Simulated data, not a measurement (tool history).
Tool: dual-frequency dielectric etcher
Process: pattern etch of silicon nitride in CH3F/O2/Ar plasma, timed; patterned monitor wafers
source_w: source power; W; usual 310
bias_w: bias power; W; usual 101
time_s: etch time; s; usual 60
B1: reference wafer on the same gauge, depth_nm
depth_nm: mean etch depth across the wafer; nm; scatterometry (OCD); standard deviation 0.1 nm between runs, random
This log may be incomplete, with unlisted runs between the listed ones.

run 1 hour=0 | source_w=310 bias_w=96 time_s=60 | B1=39.21 | depth_nm=42.36
run 2 hour=68.2 | source_w=310 bias_w=96 time_s=60 | B1=39.22 | depth_nm=42.49
run 3 hour=110.9 | source_w=310 bias_w=96 time_s=60 | B1=39.2 | depth_nm=42.8
-- hour=188.1 wet clean of the chamber
run 4 hour=188.6 | source_w=330 bias_w=109 time_s=60 | B1=39.19 | depth_nm=44.82
run 5 hour=210.7 | source_w=310 bias_w=101 time_s=60 | B1=39.21 | depth_nm=42.67
run 6 hour=239 | source_w=310 bias_w=101 time_s=60 | B1=39.22 | depth_nm=42.47
run 7 hour=308.9 | source_w=310 bias_w=101 time_s=50 | B1=39.18 | depth_nm=35.58
-- hour=360.8 upper electrode replaced
run 8 hour=361.3 | source_w=310 bias_w=101 time_s=50 | B1=39.19 | depth_nm=35.67
run 9 hour=411.3 | source_w=310 bias_w=101 time_s=50 | B1=39.2 | depth_nm=35.81
run 10 hour=457.1 | source_w=310 bias_w=101 time_s=60 | B1=39.23 | depth_nm=43.06
run 11 hour=483.8 | source_w=310 bias_w=101 time_s=60 | B1=39.2 | depth_nm=42.92
run 12 hour=531.7 | source_w=310 bias_w=101 time_s=60 | B1=39.2 | depth_nm=43.02
-- hour=537.1 bias power generator calibrated
run 13 hour=564.2 | source_w=310 bias_w=101 time_s=60 | B1=39.19 | depth_nm=43.21
-- hour=590.7 source power generator calibrated
run 14 hour=603.5 | source_w=310 bias_w=101 time_s=60 | B1=39.23 | depth_nm=43.19
run 15 hour=636.5 | source_w=350 bias_w=118 time_s=44.5 | B1=39.19 | depth_nm=35.45
run 16 hour=665.6 | source_w=290 bias_w=125 time_s=73 | B1=39.21 | depth_nm=54.88
run 17 hour=717.6 | source_w=280 bias_w=82 time_s=60 | B1=39.22 | depth_nm=38.99
run 18 hour=766.8 | source_w=380 bias_w=94 time_s=76.5 | B1=39.19 | depth_nm=58.8
-- hour=825.1 wet clean of the chamber
-- hour=832.2 gauge calibrated
run 19 hour=832.6 | source_w=290 bias_w=118 time_s=67 | B1=39.2 | depth_nm=48.87
run 20 hour=904.4 | source_w=310 bias_w=86 time_s=42 | B1=39.17 | depth_nm=28.64
run 21 hour=950.3 | source_w=310 bias_w=101 time_s=60 | B1=39.18 | depth_nm=42.83
run 22 hour=989.2 | source_w=380 bias_w=101 time_s=60 | B1=39.18 | depth_nm=46.49
run 23 hour=1046.5 | source_w=250 bias_w=91 time_s=76 | B1=39.21 | depth_nm=48.09
run 24 hour=1089.4 | source_w=310 bias_w=101 time_s=48 | B1=39.22 | depth_nm=34.35
run 25 hour=1119.4 | source_w=290 bias_w=87 time_s=60 | B1=39.21 | depth_nm=39.99
run 26 hour=1183.6 | source_w=310 bias_w=124 time_s=43.5 | B1=39.21 | depth_nm=33.45

5 options for the next run, each taken on its own from the tool as it stands now. Forecast them:
run A hour=1184 | source_w=310 bias_w=101 time_s=68.5 | B1=? | depth_nm=?
run B hour=1184 | source_w=390 bias_w=79 time_s=51 | B1=? | depth_nm=?
run C hour=1184 | source_w=370 bias_w=85 time_s=46 | B1=? | depth_nm=?
run D hour=1184 | source_w=310 bias_w=101 time_s=53 | B1=? | depth_nm=?
run E hour=1184 | source_w=370 bias_w=114 time_s=60 | B1=? | depth_nm=?

run=A B1=39.18 depth_nm=49.24
run=B B1=39.18 depth_nm=37.49
run=C B1=39.18 depth_nm=33.78
run=D B1=39.18 depth_nm=38.1
run=E B1=39.18 depth_nm=48.13
The same runs, with their run-to-run variation unchanged, on a tool lacking any hidden condition would have given:
run=A depth_nm=48.59
run=B depth_nm=36.99
run=C depth_nm=33.33
run=D depth_nm=37.59
run=E depth_nm=47.49
